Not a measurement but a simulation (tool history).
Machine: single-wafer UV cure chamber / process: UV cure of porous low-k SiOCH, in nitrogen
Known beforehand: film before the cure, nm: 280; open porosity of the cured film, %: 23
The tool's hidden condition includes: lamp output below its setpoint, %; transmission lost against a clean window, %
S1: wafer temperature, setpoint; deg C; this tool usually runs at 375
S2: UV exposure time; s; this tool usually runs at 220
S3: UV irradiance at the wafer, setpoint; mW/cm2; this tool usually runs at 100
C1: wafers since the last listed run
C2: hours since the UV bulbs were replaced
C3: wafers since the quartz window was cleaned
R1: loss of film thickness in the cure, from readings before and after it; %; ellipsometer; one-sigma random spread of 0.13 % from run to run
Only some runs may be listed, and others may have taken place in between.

| run | hour | S1 | S2 | S3 | C1 | C2 | C3 | R1 |
|---|---|---|---|---|---|---|---|---|
| 1 | 0 | 375 | 220 | 100 | 0 | 1260.7 | 1611 | 11.021 |
| 2 | 13.6 | 375 | 220 | 100 | 129 | 1274.3 | 1740 | 10.894 |
| 3 | 35.1 | 375 | 220 | 100 | 204 | 1295.8 | 1944 | 10.921 |
| 4 | 60.9 | 375 | 220 | 100 | 245 | 1321.6 | 2190 | 10.895 |
| 5 | 78.3 | 375 | 165 | 100 | 165 | 1339 | 2355 | 9.742 |
| 6 | 94.7 | 375 | 165 | 100 | 155 | 1355.4 | 2511 | 9.632 |
|  | 119.5 | quartz window cleaned |
| 7 | 120 | 375 | 165 | 100 | 164 | 1380.7 | 4 | 9.684 |
| 8 | 149.3 | 360 | 220 | 100 | 278 | 1410 | 282 | 10.27 |
| 9 | 176.7 | 360 | 220 | 100 | 260 | 1437.4 | 543 | 10.482 |
| 10 | 206.2 | 375 | 220 | 100 | 280 | 1466.9 | 823 | 10.765 |
| 11 | 218.8 | 375 | 220 | 100 | 119 | 1479.5 | 943 | 10.715 |
| 12 | 248.4 | 382 | 220 | 100 | 281 | 1509.1 | 1224 | 10.477 |
| 13 | 261.6 | 382 | 220 | 100 | 125 | 1522.3 | 1349 | 10.87 |
| 14 | 314.1 | 375 | 220 | 100 | 498 | 1574.8 | 1848 | 10.602 |
| 15 | 341.7 | 375 | 220 | 100 | 262 | 1602.4 | 2111 | 10.543 |
|  | 353 | quartz window cleaned |
| 16 | 364.4 | 375 | 220 | 100 | 139 | 1625.1 | 108 | 10.677 |
| 17 | 394 | 375 | 120 | 112 | 281 | 1654.7 | 389 | 8.176 |
| 18 | 407.7 | 375 | 120 | 112 | 130 | 1668.4 | 519 | 8.227 |
| 19 | 502.5 | 375 | 220 | 100 | 900 | 1763.2 | 1420 | 10.307 |
| 20 | 549.5 | 375 | 220 | 100 | 446 | 1810.2 | 1867 | 10.264 |
|  | 562.6 | UV bulbs replaced |
|  | 575.4 | quartz window cleaned |
| 21 | 575.9 | 375 | 135 | 100 | 98 | 13.3 | 5 | 9.714 |
| 22 | 594.7 | 375 | 220 | 100 | 178 | 32.1 | 183 | 12.028 |
| 23 | 619.6 | 375 | 220 | 100 | 236 | 57 | 420 | 11.794 |
| 24 | 634.4 | 375 | 130 | 71 | 140 | 71.8 | 561 | 7.884 |
| 25 | 667.1 | 375 | 220 | 100 | 310 | 104.5 | 871 | 11.659 |
| 26 | 702 | 385 | 170 | 85 | 331 | 139.4 | 1203 | 10.062 |
| 27 | 724.8 | 362 | 165 | 100 | 216 | 162.2 | 1420 | 10.192 |
| 28 | 747.8 | 389 | 280 | 136 | 218 | 185.2 | 1638 | 14.948 |
| 29 | 771.9 | 375 | 220 | 100 | 229 | 209.3 | 1867 | 11.926 |
| 30 | 798.1 | 368 | 125 | 133 | 248 | 235.5 | 2116 | 10.168 |
| 31 | 813 | 384 | 220 | 83 | 141 | 250.4 | 2258 | 10.984 |
| 32 | 846.8 | 375 | 220 | 100 | 321 | 284.2 | 2579 | 11.937 |
|  | 861.8 | quartz window cleaned |
| 33 | 874.3 | 375 | 120 | 112 | 185 | 311.7 | 118 | 9.38 |
| 34 | 886.9 | 386 | 220 | 136 | 119 | 324.3 | 238 | 13.485 |
| 35 | 905.6 | 375 | 220 | 100 | 177 | 343 | 416 | 11.902 |
| 36 | 935.6 | 375 | 255 | 100 | 285 | 373 | 701 | 12.626 |
| 37 | 958.5 | 365 | 270 | 129 | 217 | 395.9 | 918 | 13.496 |
| 38 | 1045.3 | 375 | 160 | 73 | 824 | 482.7 | 1743 | 8.843 |
| 39 | 1071.8 | 375 | 330 | 64 | 251 | 509.2 | 1995 | 11.532 |
| 40 | 1099.6 | 380 | 275 | 100 | 264 | 537 | 2259 | 12.923 |
|  | 1107.8 | quartz window cleaned |
| 41 | 1112.5 | 361 | 220 | 123 | 46 | 549.9 | 44 | 12.515 |
| 42 | 1133.6 | 375 | 220 | 100 | 200 | 571 | 245 | 11.762 |
| 43 | 1161.4 | 375 | 220 | 100 | 264 | 598.8 | 509 | 11.591 |
| 44 | 1195.8 | 375 | 130 | 100 | 326 | 633.2 | 836 | 9.242 |
| 45 | 1238.8 | 375 | 220 | 100 | 408 | 676.2 | 1244 | 11.413 |
| 46 | 1262.4 | 394 | 175 | 63 | 224 | 699.8 | 1469 | 8.946 |
| 47 | 1296.2 | 375 | 220 | 100 | 321 | 733.6 | 1790 | 11.65 |

Give the tool's hidden conditions for every run:
transmission lost against a clean window, %: 0 in every run
H1: lamp output below its setpoint, %
| run | H1 |
|---|---|
| 1 | 17.7 |
| 2 | 18 |
| 3 | 18.4 |
| 4 | 19 |
| 5 | 19.3 |
| 6 | 19.7 |
| 7 | 20.3 |
| 8 | 20.9 |
| 9 | 21.6 |
| 10 | 22.3 |
| 11 | 22.6 |
| 12 | 23.3 |
| 13 | 23.6 |
| 14 | 25 |
| 15 | 25.7 |
| 16 | 26.3 |
| 17 | 27.1 |
| 18 | 27.4 |
| 19 | 30.1 |
| 20 | 31.5 |
| 21 | 1.77 |
| 22 | 1.78 |
| 23 | 1.8 |
| 24 | 1.81 |
| 25 | 1.86 |
| 26 | 1.93 |
| 27 | 1.99 |
| 28 | 2.05 |
| 29 | 2.13 |
| 30 | 2.22 |
| 31 | 2.28 |
| 32 | 2.43 |
| 33 | 2.56 |
| 34 | 2.63 |
| 35 | 2.73 |
| 36 | 2.91 |
| 37 | 3.05 |
| 38 | 3.67 |
| 39 | 3.89 |
| 40 | 4.13 |
| 41 | 4.24 |
| 42 | 4.44 |
| 43 | 4.7 |
| 44 | 5.05 |
| 45 | 5.51 |
| 46 | 5.77 |
| 47 | 6.17 |

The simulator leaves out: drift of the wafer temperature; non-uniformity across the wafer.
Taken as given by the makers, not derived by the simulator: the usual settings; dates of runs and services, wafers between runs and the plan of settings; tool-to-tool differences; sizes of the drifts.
